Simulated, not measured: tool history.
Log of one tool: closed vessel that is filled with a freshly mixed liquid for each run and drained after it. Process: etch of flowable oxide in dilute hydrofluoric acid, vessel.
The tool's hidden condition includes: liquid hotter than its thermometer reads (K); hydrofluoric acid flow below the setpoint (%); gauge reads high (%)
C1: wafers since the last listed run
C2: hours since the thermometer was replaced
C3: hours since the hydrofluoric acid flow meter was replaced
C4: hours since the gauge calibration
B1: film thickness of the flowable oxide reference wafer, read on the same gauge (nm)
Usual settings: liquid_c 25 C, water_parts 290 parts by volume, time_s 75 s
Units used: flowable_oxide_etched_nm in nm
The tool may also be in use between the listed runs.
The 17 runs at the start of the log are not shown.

run 18 hour=1274.5 | liquid_c=23.5 water_parts=290 time_s=60 | C1=9118 C2=191.9 C3=1214 C4=4728.8 | B1=90.02 | flowable_oxide_etched_nm=9.72
run 19 hour=1363.6 | liquid_c=25 water_parts=430 time_s=75 | C1=9381 C2=281 C3=1303.1 C4=4817.9 | B1=90.02 | flowable_oxide_etched_nm=7.43
-- hour=1451 hydrofluoric acid flow meter replaced
run 20 hour=1576 | liquid_c=25 water_parts=180 time_s=75 | C1=22259 C2=493.4 C3=125 C4=5030.3 | B1=90.02 | flowable_oxide_etched_nm=22.98
run 21 hour=1625.9 | liquid_c=23 water_parts=425 time_s=90 | C1=5254 C2=543.3 C3=174.9 C4=5080.2 | B1=89.99 | flowable_oxide_etched_nm=8.56
run 22 hour=1677 | liquid_c=28 water_parts=400 time_s=45 | C1=5380 C2=594.4 C3=226 C4=5131.3 | B1=89.97 | flowable_oxide_etched_nm=5.42
run 23 hour=1722.9 | liquid_c=21.5 water_parts=410 time_s=60 | C1=4832 C2=640.3 C3=271.9 C4=5177.2 | B1=89.98 | flowable_oxide_etched_nm=5.79
-- hour=1765.5 thermometer replaced, repeated, since the last time left the tool worse
run 24 hour=1803 | liquid_c=29.5 water_parts=290 time_s=75 | C1=8328 C2=37.5 C3=352 C4=5257.3 | B1=90.01 | flowable_oxide_etched_nm=13.38
-- hour=1837.7 gauge calibrated
run 25 hour=1857.8 | liquid_c=23 water_parts=190 time_s=75 | C1=5770 C2=92.3 C3=406.8 C4=20.1 | B1=90.01 | flowable_oxide_etched_nm=18.4
run 26 hour=1900.6 | liquid_c=29.5 water_parts=165 time_s=35 | C1=4506 C2=135.1 C3=449.6 C4=62.9 | B1=90.02 | flowable_oxide_etched_nm=13.12
run 27 hour=1975.7 | liquid_c=25 water_parts=290 time_s=75 | C1=7907 C2=210.2 C3=524.7 C4=138 | B1=90.01 | flowable_oxide_etched_nm=11.67
run 28 hour=2080.9 | liquid_c=25 water_parts=290 time_s=75 | C1=11076 C2=315.4 C3=629.9 C4=243.2 | B1=90 | flowable_oxide_etched_nm=11.74
run 29 hour=2178.4 | liquid_c=25 water_parts=435 time_s=75 | C1=10266 C2=412.9 C3=727.4 C4=340.7 | B1=90.01 | flowable_oxide_etched_nm=6.73
run 30 hour=2282.1 | liquid_c=25 water_parts=170 time_s=75 | C1=10918 C2=516.6 C3=831.1 C4=444.4 | B1=90.01 | flowable_oxide_etched_nm=22.81
run 31 hour=2361.8 | liquid_c=25 water_parts=290 time_s=75 | C1=8391 C2=596.3 C3=910.8 C4=524.1 | B1=89.99 | flowable_oxide_etched_nm=11.91
run 32 hour=2458.1 | liquid_c=25 water_parts=290 time_s=75 | C1=10139 C2=692.6 C3=1007.1 C4=620.4 | B1=90 | flowable_oxide_etched_nm=11.91
run 33 hour=2678 | liquid_c=27.5 water_parts=430 time_s=90 | C1=23154 C2=912.5 C3=1227 C4=840.3 | B1=90 | flowable_oxide_etched_nm=9.07
run 34 hour=2736.1 | liquid_c=29 water_parts=290 time_s=75 | C1=6117 C2=970.6 C3=1285.1 C4=898.4 | B1=90.06 | flowable_oxide_etched_nm=13.52

Consider 3 possible next runs. They are alternatives, not a sequence: every one starts from the tool as it was left by run 34. What does each give?
run A hour=2736.8 | liquid_c=25 water_parts=290 time_s=75 | C1=73 C2=971.3 C3=1285.8 C4=899.1 | B1=? | flowable_oxide_etched_nm=?
run B hour=2736.8 | liquid_c=28 water_parts=180 time_s=100 | C1=73 C2=971.3 C3=1285.8 C4=899.1 | B1=? | flowable_oxide_etched_nm=?
run C hour=2736.8 | liquid_c=25 water_parts=290 time_s=55 | C1=73 C2=971.3 C3=1285.8 C4=899.1 | B1=? | flowable_oxide_etched_nm=?

run=A B1=90 flowable_oxide_etched_nm=11.79
run=B B1=90 flowable_oxide_etched_nm=31.78
run=C B1=90 flowable_oxide_etched_nm=8.65
The same runs, with their run-to-run variation unchanged, on a tool lacking any hidden condition would have given:
run=A flowable_oxide_etched_nm=11.52
run=B flowable_oxide_etched_nm=31.03
run=C flowable_oxide_etched_nm=8.45
